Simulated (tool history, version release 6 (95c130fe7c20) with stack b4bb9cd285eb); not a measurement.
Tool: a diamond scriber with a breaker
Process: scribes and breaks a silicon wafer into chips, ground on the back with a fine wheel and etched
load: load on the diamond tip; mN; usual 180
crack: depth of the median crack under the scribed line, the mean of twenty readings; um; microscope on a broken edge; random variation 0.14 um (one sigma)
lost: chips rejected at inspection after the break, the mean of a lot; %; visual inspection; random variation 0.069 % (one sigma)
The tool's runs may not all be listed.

| run | day | load | incoming depth of the damage left on the back of the incoming wafer, um | crack | lost |
|---|---|---|---|---|---|
| 1 | 0 | 180 | 0.51 | 7.53 | 2.75 |
| 2 | 0.462 | 180 | 0.38 | 7.59 | 3.3 |
| 3 | 1.133 | 204 | 0.58 | 8.18 | 1.68 |
| 4 | 1.596 | 180 | 0.62 | 7.05 | 4.18 |
| 5 | 2.029 | 180 | 0.54 | 7.23 | 3.57 |
| 6 | 2.408 | 180 | 0.31 | 7.22 | 3.9 |
| 7 | 2.988 | 167 | 0.75 | 6.9 | 6.24 |
| 8 | 4.175 | 167 | 0.53 | 6.78 | 6.51 |
| 9 | 4.712 | 180 | 0.76 | 7.08 | 4.28 |
| 10 | 5.142 | 180 | 0.51 | 6.99 | 5.13 |
| 11 | 5.504 | 180 | 0.67 | 6.75 | 5.48 |
| 12 | 5.904 | 180 | 0.63 | 6.84 | 5.65 |
| 13 | 6.479 | 180 | 0.65 | 6.64 | 5.9 |
| 14 | 7.062 | 180 | 0.62 | 6.6 | 6.24 |
| 15 | 7.625 | 207 | 0.66 | 9.65 | 1.74 |
| 16 | 8 | 139 | 0.57 | 7.11 | 3.75 |
| 17 | 8.567 | 162 | 0.3 | 7.94 | 1.65 |
| 18 | 9.004 | 180 | 0.8 | 8.49 | 1.03 |
| 19 | 9.504 | 155 | 0.33 | 7.78 | 2.23 |
| 20 | 9.854 | 180 | 0.34 | 8.26 | 1.02 |
| 21 | 10.167 | 164 | 0.77 | 7.91 | 1.67 |
| 22 | 10.708 | 213 | 0.77 | 9.22 | 1.51 |
| 23 | 11.308 | 220 | 0.41 | 9.48 | 1.96 |
| 24 | 12.558 | 180 | 0.39 | 7.98 | 1.21 |
| 25 | 14.346 | 227 | 0.33 | 9.43 | 1.57 |
| 26 | 15.067 | 208 | 0.75 | 8.89 | 1.13 |
| 27 | 15.408 | 200 | 0.34 | 8.57 | 1.09 |
| 28 | 15.746 | 195 | 0.5 | 8.3 | 1.02 |

Not shown: 2 entries that the log had between the listed runs. Between which runs, and how does the tool's hidden state differ before and after?
Between runs 14 and 15: diamond tip replaced by a new one (day 7.492)
  share of the diamond tip's cutting effectiveness lost through wear, %: 29.5 -> 0.645
  measured less the result without the state, crack: -1.74 -> -0.04 um; lost: +5.23 -> -0.07 %
Between runs 18 and 19: load on the tip recalibrated (day 9.483)
  share of the diamond tip's cutting effectiveness lost through wear, %: 2.49 -> 3.16
  measured less the result without the state, crack: -0.15 -> -0.17 um; lost: +0.03 -> +0.42 %
